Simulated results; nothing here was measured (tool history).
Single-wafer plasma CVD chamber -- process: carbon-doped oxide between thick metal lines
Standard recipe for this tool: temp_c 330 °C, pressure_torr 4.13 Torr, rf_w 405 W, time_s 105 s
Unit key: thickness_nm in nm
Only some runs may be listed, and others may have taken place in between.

run,hour,temp_c,pressure_torr,rf_w,time_s,"read-back reference wafer on the same gauge, thickness_nm",thickness_nm
1,0,323,4.13,405,105,413.032,428.124
2,10.7,330,4.13,405,111,413.174,444.367
3,16.8,336,4.13,405,105,413.005,411.661
4,25.5,330,4.72,405,105,413.01,428.5
# hour 26.1: gauge calibrated
5,39.5,330,4.72,405,105,413.301,429.453
6,52.3,330,4.72,405,105,413.299,429.391
7,60.3,330,4.13,405,105,413.207,418.262
8,76.3,330,4.13,405,105,412.683,416.295
9,83.5,330,4.13,405,91,413.288,361.529
# hour 92.1: thermocouple changed; heater temperature recalibrated
10,93.7,330,4.13,405,91,413.144,362.517
# hour 102.2: RF generator calibrated
11,105.8,330,4.13,405,91,413.399,402.249
12,123.8,330,3.8,405,126,412.858,546.719
# hour 141.5: capacitance manometer re-zeroed and calibrated
# hour 144: showerhead replaced
13,144.5,334,4.61,475,95,413.516,482.973
14,153.6,330,4.13,405,105,413.182,464.268
15,165.3,321,4.13,405,105,412.853,474.064
16,210.3,330,4.13,405,118,412.544,520.673
17,219.4,318,3.85,405,122,412.97,551.128

What will run 18 give?
# hour 225.5: gauge calibrated
18,236.1,330,4.13,430,105,?,?

read-back reference wafer on the same gauge, thickness_nm: 412.931
thickness_nm: 488.217 nm
The same run, on a tool lacking any hidden state, would have yielded thickness_nm 489.064 nm.
